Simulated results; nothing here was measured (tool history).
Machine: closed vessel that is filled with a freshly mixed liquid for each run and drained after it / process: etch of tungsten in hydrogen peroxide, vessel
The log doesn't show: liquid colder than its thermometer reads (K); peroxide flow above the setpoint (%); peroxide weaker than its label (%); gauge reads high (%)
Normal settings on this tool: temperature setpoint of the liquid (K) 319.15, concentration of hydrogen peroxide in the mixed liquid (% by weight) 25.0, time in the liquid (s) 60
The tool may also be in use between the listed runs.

run,day,temperature setpoint of the liquid (K),concentration of hydrogen peroxide in the mixed liquid (% by weight),time in the liquid (s),wafers since the last listed run,hours since the thermometer was replaced,hours since the peroxide flow meter was replaced,hours since the drum of peroxide was connected,hours since the gauge calibration,"read-back film thickness of the tungsten reference wafer, read on the same gauge (nm)",thickness taken off the tungsten on a monitor wafer (angstrom)
1,0.000,319.15,30.0,60,0,587.7,896.3,594.6,893.9,130.03,615.6
2,2.742,319.15,25.0,60,4301,653.5,962.1,660.4,959.7,130.02,559.5
# day 3.608: new drum of peroxide connected
3,6.412,319.15,25.0,60,5693,741.6,1050.2,67.3,1047.8,129.99,571.1
4,10.429,319.15,25.0,40,6301,838.0,1146.6,163.7,1144.2,130.01,378.4
# day 11.329: peroxide flow meter replaced
5,12.808,319.15,25.0,40,3667,895.1,35.5,220.8,1201.3,130.02,381.0
6,17.171,319.15,25.0,60,6843,999.8,140.2,325.5,1306.0,130.02,573.9
7,22.558,319.15,21.5,85,8451,1129.1,269.5,454.8,1435.3,130.01,748.3
8,25.971,319.15,21.5,85,5353,1211.0,351.4,536.7,1517.2,129.96,747.1
# day 29.733: new drum of peroxide connected
9,29.925,319.15,21.5,85,6137,1305.9,446.3,4.6,1612.1,129.99,721.8
10,33.862,319.15,29.0,60,6177,1400.4,540.8,99.1,1706.6,130.00,597.7
11,37.383,319.15,25.0,60,5523,1484.9,625.3,183.6,1791.1,129.99,547.3
12,40.592,319.15,25.0,60,5033,1561.9,702.3,260.6,1868.1,130.01,547.6
# day 47.804: new drum of peroxide connected, repeated, since the last time left the tool worse
# day 52.912: peroxide flow meter replaced
13,53.562,319.15,25.0,60,20217,1873.2,15.6,138.2,2179.4,129.99,583.4
14,56.700,319.15,25.0,60,4922,1948.5,90.9,213.5,2254.7,130.01,571.5
15,60.454,312.15,22.5,35,5889,2038.6,181.0,303.6,2344.8,129.96,204.1
16,64.475,319.15,25.0,60,6307,2135.1,277.5,400.1,2441.3,130.00,573.1
17,66.192,314.15,17.5,70,2693,2176.3,318.7,441.3,2482.5,129.99,404.2
18,69.746,319.15,23.0,70,5575,2261.6,404.0,526.6,2567.8,130.00,631.6
# day 72.300: thermometer replaced
19,73.712,326.65,25.0,60,6157,33.9,499.2,621.8,2663.0,129.99,900.1
# day 74.762: new drum of peroxide connected
20,86.458,312.65,27.0,75,19930,339.8,805.1,280.7,2968.9,130.00,489.3
# day 89.771: gauge calibrated
21,90.454,319.15,25.0,80,6268,435.7,901.0,376.6,16.4,130.04,759.2
22,94.083,314.65,27.5,85,5693,522.8,988.1,463.7,103.5,129.97,639.2
23,98.342,319.15,25.0,60,6680,625.0,1090.3,565.9,205.7,130.00,564.9
# day 100.079: peroxide flow meter replaced
24,101.675,319.15,25.0,60,5163,705.0,38.3,645.9,285.7,130.02,566.9
# day 102.062: new drum of peroxide connected
25,104.700,328.15,25.0,60,4680,777.6,110.9,63.3,358.3,130.03,988.7
26,107.446,319.15,25.0,60,4307,843.5,176.8,129.2,424.2,129.99,581.7
27,111.388,319.15,25.0,60,6183,938.1,271.4,223.8,518.8,130.00,570.8
28,113.525,327.65,25.0,60,3353,989.4,322.7,275.1,570.1,130.02,952.4
29,125.304,327.15,25.0,60,18479,1272.1,605.4,557.8,852.8,129.99,920.6

How would selected steps in thickness taken off the tungsten on a monitor wafer (angstrom) from run to run divide? Give the signed amount a tool lacking its hidden state would still show from settings, what came in and random variation, and the signed amount left for the hidden state, including any gauge scatter that is not in both of the compared results.
Run 8 -> 9: new drum of peroxide connected. thickness taken off the tungsten on a monitor wafer (angstrom) -25.3: hidden state -15.6, all else -9.7.
Run 12 -> 13: new drum of peroxide connected, repeated, since the last time left the tool worse, peroxide flow meter replaced. thickness taken off the tungsten on a monitor wafer (angstrom) +35.8: hidden state +24.8, all else +11.0.
Run 19 -> 20: temperature setpoint of the liquid (K) 326.65 -> 312.65, concentration of hydrogen peroxide in the mixed liquid (% by weight) 25.0 -> 27.0, time in the liquid (s) 60 -> 75, new drum of peroxide connected. thickness taken off the tungsten on a monitor wafer (angstrom) -410.8: hidden state +13.7, all else -424.5.
Run 24 -> 25: temperature setpoint of the liquid (K) 319.15 -> 328.15, new drum of peroxide connected. thickness taken off the tungsten on a monitor wafer (angstrom) +421.8: hidden state +10.2, all else +411.6.

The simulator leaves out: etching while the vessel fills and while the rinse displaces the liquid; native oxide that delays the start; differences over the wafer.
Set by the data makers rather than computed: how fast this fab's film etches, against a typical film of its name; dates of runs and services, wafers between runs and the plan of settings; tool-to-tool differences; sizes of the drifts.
